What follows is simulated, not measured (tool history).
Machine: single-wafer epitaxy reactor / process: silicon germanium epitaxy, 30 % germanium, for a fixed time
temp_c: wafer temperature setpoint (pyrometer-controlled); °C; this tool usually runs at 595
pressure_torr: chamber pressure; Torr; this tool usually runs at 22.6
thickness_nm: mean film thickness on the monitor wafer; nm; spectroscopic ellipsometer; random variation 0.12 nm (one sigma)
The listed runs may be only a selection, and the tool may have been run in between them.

| run | hour | temp_c | pressure_torr | wafers since the last listed run | hours since the last pyrometer calibration | hours since the last manometer calibration | hours since the showerhead was replaced | hours since the gauge calibration | read-back reference wafer on the same gauge, thickness_nm | thickness_nm |
|---|---|---|---|---|---|---|---|---|---|---|
| 1 | 0.0 | 600 | 22.6 | 0 | 1536.5 | 1128.1 | 3874.0 | 271.0 | 48.294 | 62.669 |
| 2 | 42.0 | 600 | 22.6 | 1011 | 1578.5 | 1170.1 | 3916.0 | 313.0 | 48.297 | 62.756 |
| 3 | 84.1 | 600 | 22.6 | 1014 | 1620.6 | 1212.2 | 3958.1 | 355.1 | 48.321 | 62.884 |
| 4 | 113.4 | 606 | 22.6 | 705 | 1649.9 | 1241.5 | 3987.4 | 384.4 | 48.282 | 69.105 |
| 5 | 146.1 | 606 | 22.6 | 787 | 1682.6 | 1274.2 | 4020.1 | 417.1 | 48.303 | 68.827 |
| 6 | 181.6 | 606 | 22.6 | 855 | 1718.1 | 1309.7 | 4055.6 | 452.6 | 48.308 | 68.800 |
| 7 | 205.8 | 595 | 22.6 | 582 | 1742.3 | 1333.9 | 4079.8 | 476.8 | 48.315 | 57.836 |
| 8 | 221.2 | 595 | 22.6 | 370 | 1757.7 | 1349.3 | 4095.2 | 492.2 | 48.319 | 57.952 |
| 9 | 246.4 | 595 | 22.6 | 607 | 1782.9 | 1374.5 | 4120.4 | 517.4 | 48.307 | 57.873 |
| 10 | 261.8 | 589 | 22.6 | 370 | 1798.3 | 1389.9 | 4135.8 | 532.8 | 48.285 | 52.588 |
| 11 | 293.1 | 589 | 22.6 | 753 | 1829.6 | 1421.2 | 4167.1 | 564.1 | 48.299 | 52.730 |
|  | 296.0 | gauge calibrated |
| 12 | 315.6 | 595 | 27.5 | 541 | 1852.1 | 1443.7 | 4189.6 | 19.6 | 48.296 | 62.531 |
|  | 329.3 | showerhead replaced |
|  | 339.7 | pyrometer calibrated |
| 13 | 340.2 | 601 | 18.9 | 207 | 0.5 | 1468.3 | 10.9 | 44.2 | 48.283 | 57.923 |
| 14 | 365.3 | 583 | 22.6 | 604 | 25.6 | 1493.4 | 36.0 | 69.3 | 48.289 | 45.981 |
| 15 | 400.9 | 600 | 22.6 | 857 | 61.2 | 1529.0 | 71.6 | 104.9 | 48.300 | 60.968 |
| 16 | 427.1 | 607 | 26.7 | 631 | 87.4 | 1555.2 | 97.8 | 131.1 | 48.298 | 72.503 |
|  | 445.4 | capacitance manometer re-zeroed and calibrated |
| 17 | 449.1 | 589 | 27.0 | 337 | 109.4 | 3.7 | 119.8 | 153.1 | 48.303 | 54.376 |
| 18 | 525.6 | 595 | 20.6 | 1842 | 185.9 | 80.2 | 196.3 | 229.6 | 48.284 | 54.541 |
| 19 | 540.9 | 608 | 19.0 | 368 | 201.2 | 95.5 | 211.6 | 244.9 | 48.306 | 65.266 |
| 20 | 644.2 | 607 | 26.7 | 2488 | 304.5 | 198.8 | 314.9 | 348.2 | 48.265 | 72.965 |
| 21 | 661.0 | 595 | 22.6 | 404 | 321.3 | 215.6 | 331.7 | 365.0 | 48.290 | 56.586 |
| 22 | 677.7 | 604 | 24.5 | 402 | 338.0 | 232.3 | 348.4 | 381.7 | 48.322 | 67.269 |
| 23 | 698.6 | 581 | 17.2 | 503 | 358.9 | 253.2 | 369.3 | 402.6 | 48.297 | 40.764 |

Table of differences, measured result less the result of that run with no hidden state. Run-to-run variation is the same in both. Gauge scatter possibly is not:
The tool's hidden condition here consists of: wafer temperature above the value expected at the setpoint (K); true pressure above the setpoint (%); gauge reads high (%).
| run | thickness_nm |
|---|---|
| 1 | +1.520 |
| 2 | +1.561 |
| 3 | +1.603 |
| 4 | +1.769 |
| 5 | +1.795 |
| 6 | +1.829 |
| 7 | +1.593 |
| 8 | +1.609 |
| 9 | +1.628 |
| 10 | +1.509 |
| 11 | +1.537 |
| 12 | +1.822 |
| 13 | -0.138 |
| 14 | -0.097 |
| 15 | -0.091 |
| 16 | -0.078 |
| 17 | -0.043 |
| 18 | +0.021 |
| 19 | +0.040 |
| 20 | +0.156 |
| 21 | +0.138 |
| 22 | +0.178 |
| 23 | +0.126 |
